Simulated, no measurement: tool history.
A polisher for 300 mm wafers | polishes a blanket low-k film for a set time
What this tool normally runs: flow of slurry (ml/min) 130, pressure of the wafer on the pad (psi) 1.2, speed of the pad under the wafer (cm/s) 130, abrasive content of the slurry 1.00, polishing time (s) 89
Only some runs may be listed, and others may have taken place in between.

run,hour,flow of slurry (ml/min),pressure of the wafer on the pad (psi),speed of the pad under the wafer (cm/s),abrasive content of the slurry,polishing time (s),wafers since the last listed run,wafers polished on this pad,hours since the slurry nozzle was cleaned,hours since the head pressure was calibrated,hours since the slurry blender was calibrated,hours since the conditioning disc was replaced,"incoming thickness of the incoming film, nm",film removed (angstrom)
1,0.0,130,1.2,130,1.00,89,0,871,140.4,666.6,102.8,51.4,662.8,306
2,26.8,130,1.2,130,1.00,89,209,1081,167.2,693.4,129.6,78.2,652.1,309
3,39.3,130,1.2,130,1.00,89,97,1178,179.7,705.9,142.1,90.7,655.8,301
4,74.1,130,1.5,130,0.75,120,272,1451,214.5,740.7,176.9,125.5,669.8,404
5,94.5,130,1.5,130,1.15,89,159,1610,234.9,761.1,197.3,145.9,657.4,388
6,115.4,130,1.2,130,1.00,89,163,1774,255.8,782.0,218.2,166.8,659.1,284
# hour 133.9: worn pad replaced by a new one
7,140.8,130,1.2,130,1.20,89,167,53,281.2,807.4,243.6,192.2,652.3,317
# hour 150.5: slurry blender recalibrated
8,229.8,130,1.2,130,1.25,73,680,734,370.2,896.4,79.3,281.2,667.6,282
9,249.3,85,1.2,166,1.00,89,152,887,389.7,915.9,98.8,300.7,653.3,325
10,271.4,130,1.2,130,1.00,89,172,1060,411.8,938.0,120.9,322.8,658.0,297
# hour 294.4: slurry nozzle cleaned
11,301.9,130,1.2,102,1.00,89,230,1290,7.5,968.5,151.4,353.3,645.4,243
12,326.1,130,1.2,130,1.00,89,189,1480,31.7,992.7,175.6,377.5,660.8,299
13,353.5,130,1.2,130,1.00,89,214,1694,59.1,1020.1,203.0,404.9,664.5,293
# hour 357.0: conditioning disc replaced and pad reconditioned
# hour 385.2: head pressure recalibrated
14,385.7,130,1.2,130,1.00,89,220,1915,91.3,0.5,235.2,28.7,661.6,282
# hour 401.8: worn pad replaced by a new one
15,418.2,130,1.6,130,1.00,89,223,128,123.8,33.0,267.7,61.2,667.1,354
# hour 433.7: slurry blender recalibrated
16,448.7,130,1.2,130,0.80,89,223,351,154.3,63.5,15.0,91.7,654.7,266
17,466.8,130,1.6,130,1.00,89,141,492,172.4,81.6,33.1,109.8,662.9,397
18,528.4,160,0.9,158,1.00,72,482,974,234.0,143.2,94.7,171.4,656.4,233
19,556.7,95,1.5,162,1.00,89,221,1196,262.3,171.5,123.0,199.7,658.0,404
20,585.6,130,1.2,130,0.85,60,226,1422,291.2,200.4,151.9,228.6,657.5,184
21,611.2,130,1.2,164,1.30,89,200,1622,316.8,226.0,177.5,254.2,645.9,413
22,625.1,130,1.2,114,0.85,112,108,1731,330.7,239.9,191.4,268.1,662.8,301
23,641.6,130,1.2,130,0.80,89,129,1860,347.2,256.4,207.9,284.6,654.0,251
24,661.2,130,1.2,130,1.00,89,153,2013,366.8,276.0,227.5,304.2,665.9,286
# hour 674.2: worn pad replaced by a new one
25,676.8,130,1.2,130,1.00,89,90,20,382.4,291.6,243.1,319.8,658.2,282
# hour 688.1: slurry blender recalibrated
26,703.9,130,0.8,96,1.00,89,196,216,409.5,318.7,15.8,346.9,668.1,168
27,733.0,130,1.2,130,1.00,89,227,444,438.6,347.8,44.9,376.0,661.0,310

Run-by-run hidden state of the tool:
removal rate lost through wear of the pad, %: 0 across all the runs
slurry flow missing at the pad, %: 0 across all the runs
deviation of the head's pressure from its setpoint, %: 0 across all the runs
time polished since the conditioner stopped cutting, s: 0 across all the runs
H1: abrasive missing from the slurry, %
run,H1
1,2.84
2,4.27
3,5.05
4,7.6
5,9.36
6,11.4
7,14
8,2.43
9,3.23
10,4.34
11,6.25
12,8.07
13,10.5
14,13.7
15,17.4
16,1.37
17,1.57
18,3.37
19,4.79
20,6.61
21,8.55
22,9.73
23,11.2
24,13.2
25,14.9
26,1.81
27,2.22

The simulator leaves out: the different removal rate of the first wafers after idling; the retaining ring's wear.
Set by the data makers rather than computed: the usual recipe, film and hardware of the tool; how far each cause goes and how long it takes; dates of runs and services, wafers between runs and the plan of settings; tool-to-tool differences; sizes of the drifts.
